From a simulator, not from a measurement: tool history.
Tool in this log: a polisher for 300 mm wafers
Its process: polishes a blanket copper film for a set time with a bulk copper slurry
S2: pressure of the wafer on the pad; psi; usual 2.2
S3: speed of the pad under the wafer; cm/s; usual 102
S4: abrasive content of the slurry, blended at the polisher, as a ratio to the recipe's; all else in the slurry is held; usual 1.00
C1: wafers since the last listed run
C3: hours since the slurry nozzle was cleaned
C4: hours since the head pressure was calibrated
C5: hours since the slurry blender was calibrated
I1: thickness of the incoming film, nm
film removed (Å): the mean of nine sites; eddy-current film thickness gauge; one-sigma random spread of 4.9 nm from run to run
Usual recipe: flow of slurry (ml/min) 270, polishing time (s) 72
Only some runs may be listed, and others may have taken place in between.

{"run": 1, "hour": 0.0, "flow of slurry (ml/min)": 270, "S2": 2.2, "S3": 102, "S4": 1.0, "polishing time (s)": 72, "C1": 0, "wafers polished on this pad": 2191, "C3": 559.5, "C4": 464.7, "C5": 110.8, "I1": 4314.5, "film removed (Å)": 5802}
{"run": 2, "hour": 68.5, "flow of slurry (ml/min)": 270, "S2": 2.2, "S3": 102, "S4": 1.0, "polishing time (s)": 72, "C1": 556, "wafers polished on this pad": 2747, "C3": 628.0, "C4": 533.2, "C5": 179.3, "I1": 4155.8, "film removed (Å)": 5837}
{"hour": 108.2, "done": "worn pad replaced by a new one"}
{"hour": 121.2, "done": "slurry nozzle cleaned"}
{"run": 3, "hour": 125.0, "flow of slurry (ml/min)": 270, "S2": 2.2, "S3": 102, "S4": 1.0, "polishing time (s)": 72, "C1": 418, "wafers polished on this pad": 128, "C3": 3.8, "C4": 589.7, "C5": 235.8, "I1": 4256.3, "film removed (Å)": 5738}
{"run": 4, "hour": 227.9, "flow of slurry (ml/min)": 270, "S2": 2.2, "S3": 102, "S4": 1.0, "polishing time (s)": 72, "C1": 836, "wafers polished on this pad": 964, "C3": 106.7, "C4": 692.6, "C5": 338.7, "I1": 4161.6, "film removed (Å)": 5879}
{"hour": 283.9, "done": "slurry blender recalibrated"}
{"run": 5, "hour": 327.4, "flow of slurry (ml/min)": 270, "S2": 2.2, "S3": 102, "S4": 1.0, "polishing time (s)": 72, "C1": 792, "wafers polished on this pad": 1756, "C3": 206.2, "C4": 792.1, "C5": 43.5, "I1": 4315.4, "film removed (Å)": 5731}
{"run": 6, "hour": 387.9, "flow of slurry (ml/min)": 270, "S2": 2.2, "S3": 102, "S4": 1.0, "polishing time (s)": 72, "C1": 491, "wafers polished on this pad": 2248, "C3": 266.7, "C4": 852.6, "C5": 104.0, "I1": 4283.3, "film removed (Å)": 5798}
{"hour": 447.0, "done": "head pressure recalibrated"}
{"hour": 496.0, "done": "worn pad replaced by a new one"}
{"run": 7, "hour": 503.7, "flow of slurry (ml/min)": 270, "S2": 2.2, "S3": 102, "S4": 1.0, "polishing time (s)": 72, "C1": 892, "wafers polished on this pad": 62, "C3": 382.5, "C4": 56.7, "C5": 219.8, "I1": 4207.5, "film removed (Å)": 5782}
{"hour": 724.3, "done": "slurry blender recalibrated"}
{"run": 8, "hour": 785.3, "flow of slurry (ml/min)": 270, "S2": 2.2, "S3": 102, "S4": 1.0, "polishing time (s)": 72, "C1": 2272, "wafers polished on this pad": 2334, "C3": 664.1, "C4": 338.3, "C5": 61.0, "I1": 4281.7, "film removed (Å)": 5781}
{"run": 9, "hour": 849.6, "flow of slurry (ml/min)": 270, "S2": 2.2, "S3": 102, "S4": 1.0, "polishing time (s)": 72, "C1": 522, "wafers polished on this pad": 2857, "C3": 728.4, "C4": 402.6, "C5": 125.3, "I1": 4168.1, "film removed (Å)": 5663}
{"hour": 871.6, "done": "slurry nozzle cleaned"}
{"run": 10, "hour": 907.6, "flow of slurry (ml/min)": 270, "S2": 2.2, "S3": 102, "S4": 1.0, "polishing time (s)": 72, "C1": 463, "wafers polished on this pad": 3320, "C3": 36.0, "C4": 460.6, "C5": 183.3, "I1": 4181.8, "film removed (Å)": 5835}
{"hour": 934.9, "done": "worn pad replaced by a new one"}
{"run": 11, "hour": 983.0, "flow of slurry (ml/min)": 270, "S2": 2.2, "S3": 130, "S4": 1.0, "polishing time (s)": 72, "C1": 580, "wafers polished on this pad": 391, "C3": 111.4, "C4": 536.0, "C5": 258.7, "I1": 4244.0, "film removed (Å)": 6806}
{"run": 12, "hour": 1030.3, "flow of slurry (ml/min)": 245, "S2": 1.5, "S3": 122, "S4": 1.0, "polishing time (s)": 51, "C1": 384, "wafers polished on this pad": 775, "C3": 158.7, "C4": 583.3, "C5": 306.0, "I1": 4198.4, "film removed (Å)": 3141}
{"run": 13, "hour": 1133.7, "flow of slurry (ml/min)": 360, "S2": 1.5, "S3": 102, "S4": 0.85, "polishing time (s)": 72, "C1": 840, "wafers polished on this pad": 1615, "C3": 262.1, "C4": 686.7, "C5": 409.4, "I1": 4284.7, "film removed (Å)": 3969}
{"hour": 1167.6, "done": "slurry blender recalibrated"}
{"run": 14, "hour": 1253.1, "flow of slurry (ml/min)": 185, "S2": 1.5, "S3": 76, "S4": 1.0, "polishing time (s)": 72, "C1": 954, "wafers polished on this pad": 2570, "C3": 381.5, "C4": 806.1, "C5": 85.5, "I1": 4207.0, "film removed (Å)": 3192}
{"hour": 1287.8, "done": "worn pad replaced by a new one"}
{"run": 15, "hour": 1337.5, "flow of slurry (ml/min)": 270, "S2": 2.2, "S3": 130, "S4": 1.0, "polishing time (s)": 72, "C1": 653, "wafers polished on this pad": 403, "C3": 465.9, "C4": 890.5, "C5": 169.9, "I1": 4240.4, "film removed (Å)": 6802}
{"run": 16, "hour": 1431.1, "flow of slurry (ml/min)": 270, "S2": 2.2, "S3": 102, "S4": 1.0, "polishing time (s)": 88, "C1": 760, "wafers polished on this pad": 1164, "C3": 559.5, "C4": 984.1, "C5": 263.5, "I1": 4285.6, "film removed (Å)": 7138}
{"hour": 1482.5, "done": "head pressure recalibrated"}
{"run": 17, "hour": 1535.1, "flow of slurry (ml/min)": 270, "S2": 2.2, "S3": 102, "S4": 1.2, "polishing time (s)": 51, "C1": 828, "wafers polished on this pad": 1993, "C3": 663.5, "C4": 52.6, "C5": 367.5, "I1": 4315.9, "film removed (Å)": 4178}
{"hour": 1557.6, "done": "slurry blender recalibrated"}
{"run": 18, "hour": 1580.3, "flow of slurry (ml/min)": 270, "S2": 2.2, "S3": 102, "S4": 1.0, "polishing time (s)": 72, "C1": 351, "wafers polished on this pad": 2344, "C3": 708.7, "C4": 97.8, "C5": 22.7, "I1": 4328.0, "film removed (Å)": 5756}
{"hour": 1653.4, "done": "slurry nozzle cleaned"}
{"hour": 1681.9, "done": "worn pad replaced by a new one"}
{"run": 19, "hour": 1682.6, "flow of slurry (ml/min)": 270, "S2": 2.7, "S3": 102, "S4": 1.0, "polishing time (s)": 52, "C1": 790, "wafers polished on this pad": 5, "C3": 29.2, "C4": 200.1, "C5": 125.0, "I1": 4181.5, "film removed (Å)": 5152}
{"run": 20, "hour": 1760.5, "flow of slurry (ml/min)": 270, "S2": 2.2, "S3": 102, "S4": 0.7, "polishing time (s)": 72, "C1": 633, "wafers polished on this pad": 638, "C3": 107.1, "C4": 278.0, "C5": 202.9, "I1": 4200.4, "film removed (Å)": 5569}
{"run": 21, "hour": 1821.3, "flow of slurry (ml/min)": 270, "S2": 2.2, "S3": 102, "S4": 1.0, "polishing time (s)": 72, "C1": 494, "wafers polished on this pad": 1133, "C3": 167.9, "C4": 338.8, "C5": 263.7, "I1": 4267.5, "film removed (Å)": 5729}
{"run": 22, "hour": 1918.2, "flow of slurry (ml/min)": 315, "S2": 1.4, "S3": 102, "S4": 1.0, "polishing time (s)": 49, "C1": 787, "wafers polished on this pad": 1920, "C3": 264.8, "C4": 435.7, "C5": 360.6, "I1": 4310.8, "film removed (Å)": 2533}
{"run": 23, "hour": 1962.7, "flow of slurry (ml/min)": 210, "S2": 2.2, "S3": 102, "S4": 1.0, "polishing time (s)": 72, "C1": 361, "wafers polished on this pad": 2282, "C3": 309.3, "C4": 480.2, "C5": 405.1, "I1": 4286.2, "film removed (Å)": 5647}

Here are 5 independent what-if runs from the current tool condition. What would each one return?
{"run": "A", "hour": 1963.1, "flow of slurry (ml/min)": 340, "S2": 2.2, "S3": 102, "S4": 1.0, "polishing time (s)": 72, "C1": 3, "wafers polished on this pad": 2285, "C3": 309.7, "C4": 480.6, "C5": 405.5, "I1": 4327.3, "film removed (Å)": "?"}
{"run": "B", "hour": 1963.1, "flow of slurry (ml/min)": 270, "S2": 2.2, "S3": 132, "S4": 1.0, "polishing time (s)": 95, "C1": 3, "wafers polished on this pad": 2285, "C3": 309.7, "C4": 480.6, "C5": 405.5, "I1": 4327.3, "film removed (Å)": "?"}
{"run": "C", "hour": 1963.1, "flow of slurry (ml/min)": 195, "S2": 2.2, "S3": 74, "S4": 1.25, "polishing time (s)": 72, "C1": 3, "wafers polished on this pad": 2285, "C3": 309.7, "C4": 480.6, "C5": 405.5, "I1": 4327.3, "film removed (Å)": "?"}
{"run": "D", "hour": 1963.1, "flow of slurry (ml/min)": 270, "S2": 2.2, "S3": 126, "S4": 1.15, "polishing time (s)": 72, "C1": 3, "wafers polished on this pad": 2285, "C3": 309.7, "C4": 480.6, "C5": 405.5, "I1": 4327.3, "film removed (Å)": "?"}
{"run": "E", "hour": 1963.1, "flow of slurry (ml/min)": 270, "S2": 2.7, "S3": 114, "S4": 1.0, "polishing time (s)": 72, "C1": 3, "wafers polished on this pad": 2285, "C3": 309.7, "C4": 480.6, "C5": 405.5, "I1": 4327.3, "film removed (Å)": "?"}

run=A film_removed_(Å)=5889
run=B film_removed_(Å)=9116
run=C film_removed_(Å)=4707
run=D film_removed_(Å)=6789
run=E film_removed_(Å)=7650
With no hidden state in the tool, these same runs would have given:
run=A film_removed_(Å)=5889
run=B film_removed_(Å)=9116
run=C film_removed_(Å)=4707
run=D film_removed_(Å)=6789
run=E film_removed_(Å)=7650
